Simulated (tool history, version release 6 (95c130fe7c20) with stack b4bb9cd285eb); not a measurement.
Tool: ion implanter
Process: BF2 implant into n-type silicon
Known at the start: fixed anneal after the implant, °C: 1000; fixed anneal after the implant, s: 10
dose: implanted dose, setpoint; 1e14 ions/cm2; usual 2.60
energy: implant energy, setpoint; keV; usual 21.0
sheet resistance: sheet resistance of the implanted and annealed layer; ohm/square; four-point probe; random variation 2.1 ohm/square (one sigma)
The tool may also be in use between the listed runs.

| run | hour | dose | energy | wafers since the last listed run | hours since the last dose calibration | hours since the extraction supply was calibrated | hours since the gauge calibration | read-back reference wafer on the same gauge, sheet resistance | sheet resistance |
|---|---|---|---|---|---|---|---|---|---|
| 1 | 0.0 | 2.60 | 21.0 | 0 | 814.4 | 4015.0 | 592.6 | 347.56 | 402.87 |
| 2 | 70.2 | 2.94 | 21.0 | 1454 | 884.6 | 4085.2 | 662.8 | 347.92 | 364.05 |
| 3 | 123.2 | 2.94 | 21.0 | 1097 | 937.6 | 4138.2 | 715.8 | 348.01 | 360.91 |
| 4 | 177.7 | 2.60 | 21.0 | 1128 | 992.1 | 4192.7 | 770.3 | 348.13 | 402.42 |
| 5 | 215.6 | 2.60 | 26.5 | 785 | 1030.0 | 4230.6 | 808.2 | 348.03 | 400.41 |
| 6 | 268.2 | 2.60 | 21.0 | 1089 | 1082.6 | 4283.2 | 860.8 | 347.96 | 398.33 |
| 7 | 311.8 | 2.60 | 25.5 | 903 | 1126.2 | 4326.8 | 904.4 | 347.92 | 399.54 |
| 8 | 374.4 | 2.60 | 25.5 | 1296 | 1188.8 | 4389.4 | 967.0 | 348.44 | 402.25 |
| 9 | 400.3 | 2.60 | 26.0 | 536 | 1214.7 | 4415.3 | 992.9 | 348.45 | 394.00 |
|  | 439.1 | Faraday cup replaced and dose calibrated |
| 10 | 458.5 | 3.17 | 21.0 | 1039 | 19.4 | 4473.5 | 1051.1 | 347.77 | 341.40 |
| 11 | 528.0 | 3.17 | 21.0 | 1439 | 88.9 | 4543.0 | 1120.6 | 348.61 | 346.27 |
| 12 | 594.2 | 3.26 | 21.0 | 1371 | 155.1 | 4609.2 | 1186.8 | 348.02 | 336.72 |
| 13 | 620.5 | 2.60 | 18.5 | 544 | 181.4 | 4635.5 | 1213.1 | 348.48 | 405.11 |
| 14 | 688.7 | 3.38 | 17.0 | 1412 | 249.6 | 4703.7 | 1281.3 | 347.91 | 335.09 |
|  | 697.1 | extraction supply calibrated |
|  | 697.1 | gauge calibrated |
| 15 | 741.2 | 3.38 | 17.0 | 921 | 302.1 | 44.1 | 44.1 | 347.91 | 333.50 |
| 16 | 779.9 | 3.17 | 18.5 | 801 | 340.8 | 82.8 | 82.8 | 348.54 | 345.52 |
| 17 | 804.5 | 3.07 | 27.0 | 509 | 365.4 | 107.4 | 107.4 | 348.26 | 340.28 |
| 18 | 864.1 | 2.29 | 16.5 | 1234 | 425.0 | 167.0 | 167.0 | 348.10 | 459.05 |
| 19 | 918.5 | 2.60 | 17.5 | 1126 | 479.4 | 221.4 | 221.4 | 348.04 | 406.80 |
| 20 | 958.8 | 2.33 | 16.5 | 834 | 519.7 | 261.7 | 261.7 | 347.72 | 454.34 |
| 21 | 1022.6 | 2.60 | 16.5 | 1321 | 583.5 | 325.5 | 325.5 | 348.43 | 411.37 |
| 22 | 1057.3 | 2.60 | 21.0 | 718 | 618.2 | 360.2 | 360.2 | 347.89 | 400.06 |
| 23 | 1096.1 | 2.60 | 21.0 | 803 | 657.0 | 399.0 | 399.0 | 347.29 | 401.94 |

Forecast each of these 3 alternatives for the next run:
| A | 1096.5 | 2.60 | 15.0 | 8 | 657.4 | 399.4 | 399.4 | ? | ? |
| B | 1096.5 | 2.03 | 21.0 | 8 | 657.4 | 399.4 | 399.4 | ? | ? |
| C | 1096.5 | 3.17 | 14.0 | 8 | 657.4 | 399.4 | 399.4 | ? | ? |

| run | read-back reference wafer on the same gauge, sheet resistance | sheet resistance |
|---|---|---|
| A | 348.21 | 420.87 |
| B | 348.21 | 498.26 |
| C | 348.21 | 367.83 |
Without the tool's hidden state the same runs would have given:
| run | sheet resistance |
|---|---|
| A | 420.87 |
| B | 498.26 |
| C | 367.83 |
